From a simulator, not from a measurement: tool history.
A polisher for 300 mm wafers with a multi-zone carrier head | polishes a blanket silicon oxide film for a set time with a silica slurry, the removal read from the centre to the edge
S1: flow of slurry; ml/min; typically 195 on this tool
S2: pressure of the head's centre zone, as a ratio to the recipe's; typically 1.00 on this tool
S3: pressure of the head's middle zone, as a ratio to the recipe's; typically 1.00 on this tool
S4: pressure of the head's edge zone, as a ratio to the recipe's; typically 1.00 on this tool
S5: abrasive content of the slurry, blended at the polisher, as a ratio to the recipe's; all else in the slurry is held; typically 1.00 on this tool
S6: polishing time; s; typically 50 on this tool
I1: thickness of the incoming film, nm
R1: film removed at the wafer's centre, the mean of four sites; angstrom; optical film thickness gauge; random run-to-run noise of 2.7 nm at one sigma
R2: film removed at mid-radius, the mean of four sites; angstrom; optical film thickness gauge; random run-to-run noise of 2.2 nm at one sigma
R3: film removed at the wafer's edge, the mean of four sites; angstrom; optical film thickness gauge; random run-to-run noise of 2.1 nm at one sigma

run,day,S1,S2,S3,S4,S5,S6,I1,R1,R2,R3
1,0.000,215,1.00,0.96,1.00,0.90,36,1830.3,1720,1571,1712
# day 0.621: carrier head's membrane replaced by a new one
# day 2.654: edge zone pressure recalibrated
2,3.533,195,1.00,1.00,1.00,1.00,50,1845.7,2426,2304,2430
# day 5.558: slurry nozzle cleaned
# day 9.625: centre zone pressure recalibrated
3,15.962,195,1.00,1.00,1.00,1.00,50,1841.9,2418,2335,2485
4,17.529,195,1.00,1.00,1.00,1.00,50,1872.4,2401,2360,2491
5,20.238,140,1.00,1.00,1.00,1.00,50,1857.7,2287,2189,2336
# day 22.146: worn pad replaced by a new one
6,22.804,195,1.00,1.00,1.05,1.10,50,1820.9,2521,2414,2587
7,25.288,195,1.00,1.00,1.00,1.00,50,1862.0,2428,2340,2438
# day 28.046: carrier head's membrane replaced by a new one
8,28.850,195,1.00,1.00,1.00,1.00,50,1845.5,2431,2289,2372
9,32.692,140,1.00,1.00,0.91,0.80,59,1849.1,2401,2306,2378
10,34.279,195,0.95,1.03,0.96,1.00,50,1856.5,2323,2313,2356
# day 34.458: slurry nozzle cleaned
11,37.800,195,1.00,0.92,1.00,1.00,50,1857.5,2645,2264,2524
12,40.321,195,1.00,1.00,1.10,1.15,50,1828.9,2781,2489,2703
# day 41.033: centre zone pressure recalibrated
13,42.942,125,1.00,0.89,1.00,1.00,50,1855.9,2223,2002,2373
14,46.650,195,1.00,1.00,1.04,1.00,50,1853.8,2463,2389,2564
15,48.558,195,1.00,1.00,0.90,1.00,50,1852.5,2415,2383,2319
# day 49.729: worn pad replaced by a new one
16,52.042,195,1.00,1.00,1.00,1.00,50,1860.0,2407,2348,2470
# day 55.146: edge zone pressure recalibrated
17,55.800,195,1.00,1.00,1.00,1.20,50,1865.2,2579,2485,2607
# day 59.717: carrier head's membrane replaced by a new one
18,59.988,195,1.00,1.09,1.07,1.00,33,1841.2,1602,1637,1665
19,62.321,245,1.00,1.00,1.00,1.25,57,1850.5,3087,2929,3062
# day 63.996: slurry nozzle cleaned
20,66.300,195,1.00,1.00,1.00,1.00,55,1823.9,2853,2689,2783

For each run, what was the tool's unlogged condition?
removal rate lost through wear of the pad, %: 0 in every run
deviation of the edge zone's pressure from its setpoint, %: 0 in every run
H1: slurry flow missing at the pad, %
H2: deviation of the centre zone's pressure from its setpoint, %
run,H1,H2
1,26.7,3.05
2,30.2,4.2
3,16.9,1.28
4,18.5,1.44
5,21.2,1.81
6,23.7,2.26
7,26.2,2.79
8,29.8,3.7
9,33.6,4.89
10,35.2,5.45
11,6.14,6.82
12,8.66,7.91
13,11.3,0.583
14,15,0.788
15,16.9,0.972
16,20.4,1.45
17,24.2,2.16
18,28.4,3.2
19,30.7,3.89
20,3.02,5.25
